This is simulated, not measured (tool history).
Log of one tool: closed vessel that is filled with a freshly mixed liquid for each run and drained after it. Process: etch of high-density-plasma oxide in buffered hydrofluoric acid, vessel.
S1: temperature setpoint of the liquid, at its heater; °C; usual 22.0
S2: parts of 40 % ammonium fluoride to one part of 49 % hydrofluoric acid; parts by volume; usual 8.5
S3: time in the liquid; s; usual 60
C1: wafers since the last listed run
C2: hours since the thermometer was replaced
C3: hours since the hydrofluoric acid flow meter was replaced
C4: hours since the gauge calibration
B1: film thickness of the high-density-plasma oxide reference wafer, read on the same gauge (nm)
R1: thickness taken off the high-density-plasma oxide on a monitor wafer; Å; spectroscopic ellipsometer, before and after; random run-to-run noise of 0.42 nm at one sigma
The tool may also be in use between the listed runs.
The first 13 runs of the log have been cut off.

{"run": 14, "day": 48.333, "S1": 22.0, "S2": 8.5, "S3": 60, "C1": 6760, "C2": 466.5, "C3": 448.2, "C4": 201.5, "B1": 90.01, "R1": 939.3}
{"run": 15, "day": 51.192, "S1": 18.0, "S2": 8.5, "S3": 75, "C1": 4313, "C2": 535.1, "C3": 516.8, "C4": 270.1, "B1": 90.01, "R1": 935.1}
{"run": 16, "day": 54.042, "S1": 22.0, "S2": 8.5, "S3": 50, "C1": 4301, "C2": 603.5, "C3": 585.2, "C4": 338.5, "B1": 90.01, "R1": 786.4}
{"run": 17, "day": 65.504, "S1": 24.0, "S2": 10.5, "S3": 85, "C1": 17299, "C2": 878.6, "C3": 860.3, "C4": 613.6, "B1": 90.01, "R1": 1253.8}
{"day": 65.608, "done": "hydrofluoric acid flow meter replaced"}
{"run": 18, "day": 67.558, "S1": 22.0, "S2": 8.5, "S3": 60, "C1": 3037, "C2": 927.9, "C3": 46.8, "C4": 662.9, "B1": 89.98, "R1": 958.2}
{"run": 19, "day": 69.438, "S1": 18.0, "S2": 5.5, "S3": 85, "C1": 2836, "C2": 973.0, "C3": 91.9, "C4": 708.0, "B1": 90.03, "R1": 1623.4}
{"run": 20, "day": 72.454, "S1": 25.5, "S2": 6.5, "S3": 60, "C1": 4552, "C2": 1045.4, "C3": 164.3, "C4": 780.4, "B1": 90.0, "R1": 1519.5}
{"run": 21, "day": 76.633, "S1": 22.0, "S2": 7.0, "S3": 60, "C1": 6307, "C2": 1145.7, "C3": 264.6, "C4": 880.7, "B1": 89.99, "R1": 1177.4}
{"run": 22, "day": 80.888, "S1": 25.5, "S2": 5.5, "S3": 30, "C1": 6420, "C2": 1247.8, "C3": 366.7, "C4": 982.8, "B1": 90.0, "R1": 871.8}
{"run": 23, "day": 84.708, "S1": 22.0, "S2": 8.5, "S3": 60, "C1": 5766, "C2": 1339.5, "C3": 458.4, "C4": 1074.5, "B1": 90.01, "R1": 958.9}
{"run": 24, "day": 88.946, "S1": 22.0, "S2": 8.5, "S3": 40, "C1": 6395, "C2": 1441.2, "C3": 560.1, "C4": 1176.2, "B1": 89.99, "R1": 643.5}
{"day": 90.062, "done": "thermometer replaced"}
{"run": 25, "day": 91.496, "S1": 22.0, "S2": 8.5, "S3": 85, "C1": 3785, "C2": 34.4, "C3": 621.3, "C4": 1237.4, "B1": 90.01, "R1": 1333.5}
{"run": 26, "day": 95.646, "S1": 18.0, "S2": 8.5, "S3": 75, "C1": 6263, "C2": 134.0, "C3": 720.9, "C4": 1337.0, "B1": 90.05, "R1": 938.0}
{"run": 27, "day": 99.967, "S1": 22.0, "S2": 8.5, "S3": 60, "C1": 6521, "C2": 237.7, "C3": 824.6, "C4": 1440.7, "B1": 90.01, "R1": 940.6}
{"run": 28, "day": 101.529, "S1": 20.0, "S2": 10.0, "S3": 80, "C1": 2358, "C2": 275.2, "C3": 862.1, "C4": 1478.2, "B1": 90.02, "R1": 986.2}
{"day": 102.812, "done": "hydrofluoric acid flow meter replaced"}
{"run": 29, "day": 104.858, "S1": 24.5, "S2": 8.5, "S3": 40, "C1": 4961, "C2": 355.1, "C3": 49.1, "C4": 1558.1, "B1": 90.0, "R1": 713.2}
{"run": 30, "day": 108.704, "S1": 22.0, "S2": 8.5, "S3": 60, "C1": 5804, "C2": 447.4, "C3": 141.4, "C4": 1650.4, "B1": 90.03, "R1": 945.4}
{"run": 31, "day": 111.592, "S1": 20.0, "S2": 7.0, "S3": 50, "C1": 4358, "C2": 516.7, "C3": 210.7, "C4": 1719.7, "B1": 90.02, "R1": 873.8}
{"run": 32, "day": 113.296, "S1": 20.5, "S2": 8.5, "S3": 60, "C1": 2572, "C2": 557.6, "C3": 251.6, "C4": 1760.6, "B1": 89.97, "R1": 873.5}

Forecast each of these 3 alternatives for the next run:
{"run": "A", "day": 113.325, "S1": 22.0, "S2": 8.5, "S3": 60, "C1": 44, "C2": 558.3, "C3": 252.3, "C4": 1761.3, "B1": "?", "R1": "?"}
{"run": "B", "day": 113.325, "S1": 27.0, "S2": 8.5, "S3": 85, "C1": 44, "C2": 558.3, "C3": 252.3, "C4": 1761.3, "B1": "?", "R1": "?"}
{"run": "C", "day": 113.325, "S1": 23.5, "S2": 12.0, "S3": 75, "C1": 44, "C2": 558.3, "C3": 252.3, "C4": 1761.3, "B1": "?", "R1": "?"}

run=A B1=89.96 R1=951.6
run=B B1=89.96 R1=1767.4
run=C B1=89.96 R1=950.9
The same runs, with their run-to-run variation unchanged, on a tool lacking any hidden condition would have given:
run=A R1=929.8
run=B R1=1728.3
run=C R1=929.3

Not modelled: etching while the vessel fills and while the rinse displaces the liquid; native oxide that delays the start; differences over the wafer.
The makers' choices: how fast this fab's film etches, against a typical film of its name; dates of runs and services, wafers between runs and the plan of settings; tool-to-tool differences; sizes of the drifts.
